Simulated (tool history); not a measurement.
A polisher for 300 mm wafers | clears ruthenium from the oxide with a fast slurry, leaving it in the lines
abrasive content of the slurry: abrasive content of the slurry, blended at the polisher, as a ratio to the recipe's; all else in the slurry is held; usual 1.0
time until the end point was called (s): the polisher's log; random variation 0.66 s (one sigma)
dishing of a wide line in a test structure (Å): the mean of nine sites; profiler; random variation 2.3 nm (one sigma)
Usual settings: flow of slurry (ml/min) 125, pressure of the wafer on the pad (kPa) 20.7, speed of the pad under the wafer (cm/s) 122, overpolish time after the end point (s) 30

run     day  flow of slurry (ml/min)  pressure of the wafer on the pad (kPa)  speed of the pad under the wafer (cm/s)  abrasive content of the slurry  overpolish time after the end point (s)  wafers since the last listed run  wafers polished on this pad  hours since the slurry nozzle was cleaned  hours since the head pressure was calibrated  hours since the slurry blender was calibrated  incoming thickness of the incoming film, nm  time until the end point was called (s)  dishing of a wide line in a test structure (Å)
  1   0.000                      125                                    20.7                                      122                             1.0                                       30                                 0                          678                                      143.2                                         929.4                                          244.3                                        260.8                                     44.3                                            1099
      0.671  -- slurry blender recalibrated
  2   3.608                      125                                    20.7                                      122                             1.0                                       30                               510                         1188                                      229.8                                        1016.0                                           70.5                                        262.1                                     46.0                                            1097
      6.275  -- worn pad replaced by a new one
  3   6.938                      125                                    20.7                                      122                             1.0                                       30                               457                           96                                      309.7                                        1095.9                                          150.4                                        259.6                                     42.5                                            1094
  4   9.975                      125                                    20.7                                      122                             1.0                                       30                               439                          535                                      382.6                                        1168.8                                          223.3                                        263.2                                     44.4                                            1121
     12.004  -- slurry blender recalibrated
  5  12.138                      125                                    20.7                                      122                             1.0                                       30                               301                          837                                      434.5                                        1220.7                                            3.2                                        261.3                                     43.4                                            1113
  6  16.346                      125                                    20.7                                      122                             1.0                                       30                               609                         1446                                      535.5                                        1321.7                                          104.2                                        259.0                                     47.0                                            1014
     16.671  -- worn pad replaced by a new one
     19.658  -- slurry nozzle cleaned
  7  20.783                      125                                    20.7                                      122                             1.0                                       30                               612                          589                                       27.0                                        1428.2                                          210.7                                        260.9                                     43.9                                            1152
     22.233  -- slurry blender recalibrated
     23.267  -- head pressure recalibrated
     28.400  -- worn pad replaced by a new one
     33.942  -- slurry blender recalibrated
  8  34.033                      125                                    18.6                                      122                             1.0                                       30                              1858                          803                                      345.0                                         258.4                                            2.2                                        265.1                                     48.3                                            1043
  9  37.762                       90                                    20.7                                      122                             1.0                                       35                               540                         1343                                      434.5                                         347.9                                           91.7                                        263.6                                     53.2                                            1115
     39.721  -- worn pad replaced by a new one
 10  40.404                      125                                    23.4                                      122                             1.0                                       48                               358                           99                                      497.9                                         411.3                                          155.1                                        258.3                                     37.6                                            1489
 11  44.825                      125                                    20.7                                      122                             1.0                                       30                               640                          739                                      604.0                                         517.4                                          261.2                                        256.6                                     43.8                                            1081
     46.254  -- slurry nozzle cleaned
     46.567  -- slurry blender recalibrated
 12  46.746                      105                                    26.2                                      122                             1.0                                       24                               260                          999                                       11.8                                         563.5                                            4.3                                        257.9                                     38.5                                            1092
 13  49.342                      125                                    20.7                                      122                             1.0                                       30                               375                         1375                                       74.1                                         625.8                                           66.6                                        257.3                                     47.2                                            1021
     49.871  -- worn pad replaced by a new one
 14  51.525                      135                                    20.7                                      122                             1.0                                       19                               292                          239                                      126.5                                         678.2                                          119.0                                        262.5                                     43.4                                             869
 15  53.483                      125                                    26.9                                      122                             0.9                                       30                               283                          523                                      173.5                                         725.2                                          166.0                                        254.3                                     34.7                                            1219
 16  56.425                      125                                    20.7                                      122                             1.0                                       30                               426                          949                                      244.1                                         795.8                                          236.6                                        263.8                                     46.3                                            1084
 17  58.100                      125                                    20.7                                       92                             1.0                                       47                               242                         1191                                      284.3                                         836.0                                          276.8                                        262.6                                     62.2                                            1189

Forecast each of these 5 alternatives for the next run:
  A  58.117                      125                                    20.7                                      122                             1.0                                       47                                 2                         1194                                      284.7                                         836.4                                          277.2                                        259.1                                        ?                                               ?
  B  58.117                      125                                    20.7                                      122                             1.0                                       18                                 2                         1194                                      284.7                                         836.4                                          277.2                                        259.1                                        ?                                               ?
  C  58.117                      150                                    20.7                                      122                             1.1                                       30                                 2                         1194                                      284.7                                         836.4                                          277.2                                        259.1                                        ?                                               ?
  D  58.117                      160                                    14.5                                      122                             1.0                                       30                                 2                         1194                                      284.7                                         836.4                                          277.2                                        259.1                                        ?                                               ?
  E  58.117                      150                                    20.7                                      158                             1.3                                       19                                 2                         1194                                      284.7                                         836.4                                          277.2                                        259.1                                        ?                                               ?

run  time until the end point was called (s)  dishing of a wide line in a test structure (Å)
  A                                     44.9                                            1323
  B                                     44.9                                             742
  C                                     42.2                                            1086
  D                                     58.4                                             885
  E                                     31.3                                             989
Without the tool's hidden state the same runs would have given:
run  time until the end point was called (s)  dishing of a wide line in a test structure (Å)
  A                                     41.6                                            1366
  B                                     41.6                                             785
  C                                     39.1                                            1134
  D                                     54.1                                             932
  E                                     28.9                                            1037
